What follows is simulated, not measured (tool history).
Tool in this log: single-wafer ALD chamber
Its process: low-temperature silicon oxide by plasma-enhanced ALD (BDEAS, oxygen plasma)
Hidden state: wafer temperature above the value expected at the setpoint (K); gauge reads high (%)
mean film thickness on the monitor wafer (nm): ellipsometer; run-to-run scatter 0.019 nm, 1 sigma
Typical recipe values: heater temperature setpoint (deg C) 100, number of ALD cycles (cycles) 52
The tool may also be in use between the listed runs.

run,day,heater temperature setpoint (deg C),number of ALD cycles (cycles),wafers since the last listed run,hours since the last thermocouple change,hours since the gauge calibration,"read-back reference wafer on the same gauge, thickness_nm",mean film thickness on the monitor wafer (nm)
1,0,108,55,0,766,704.4,7.791,7.921
2,2.933,108,55,378,836.4,774.8,7.79,7.912
3,4.858,95,46,248,882.6,821,7.796,6.795
4,7.675,95,46,363,950.2,888.6,7.785,6.785
5,10.538,100,52,369,1018.9,957.3,7.784,7.59
6,16.667,100,52,790,1166,1104.4,7.787,7.603
7,20.258,100,52,463,1252.2,1190.6,7.79,7.581
8,23.262,109,60,387,1324.3,1262.7,7.795,8.598
9,25.033,109,60,228,1366.8,1305.2,7.795,8.584
# day 25.554: gauge calibrated
10,27.258,109,60,286,1420.2,40.9,7.785,8.584
11,30.921,100,52,472,1508.1,128.8,7.788,7.569
12,32.825,100,52,245,1553.8,174.5,7.793,7.589
# day 33.625: thermocouple changed; heater temperature recalibrated
13,35,94,61,237,33,226.7,7.783,9.177
14,38.042,100,52,392,106,299.7,7.793,7.643
15,41.812,93,42,486,196.5,390.2,7.787,6.306
16,45.725,109,60,504,290.4,484.1,7.787,8.61
17,50.208,106,43,578,398,591.7,7.789,6.224
18,54.479,100,46,550,500.5,694.2,7.792,6.702
19,58.1,107,61,466,587.4,781.1,7.795,8.771
20,60.871,100,52,357,653.9,847.6,7.786,7.591
21,62.475,100,52,206,692.4,886.1,7.789,7.605
22,66.083,100,55,465,779,972.7,7.791,8.057
23,70.538,90,55,574,885.9,1079.6,7.786,8.273
24,72.312,88,47,228,928.5,1122.2,7.793,7.113

Subtracting, for every run, the result it would have given without the tool's unlogged condition from the measured result gives the following. The same run-to-run variation enters both numbers; the gauge's scatter may not:
run,mean film thickness on the monitor wafer (nm)
1,-0.067
2,-0.071
3,-0.121
4,-0.126
5,-0.074
6,-0.077
7,-0.079
8,-0.093
9,-0.094
10,-0.095
11,-0.083
12,-0.084
13,-0.028
14,-0.023
15,-0.056
16,-0.052
17,-0.046
18,-0.056
19,-0.081
20,-0.073
21,-0.076
22,-0.084
23,-0.178
24,-0.155

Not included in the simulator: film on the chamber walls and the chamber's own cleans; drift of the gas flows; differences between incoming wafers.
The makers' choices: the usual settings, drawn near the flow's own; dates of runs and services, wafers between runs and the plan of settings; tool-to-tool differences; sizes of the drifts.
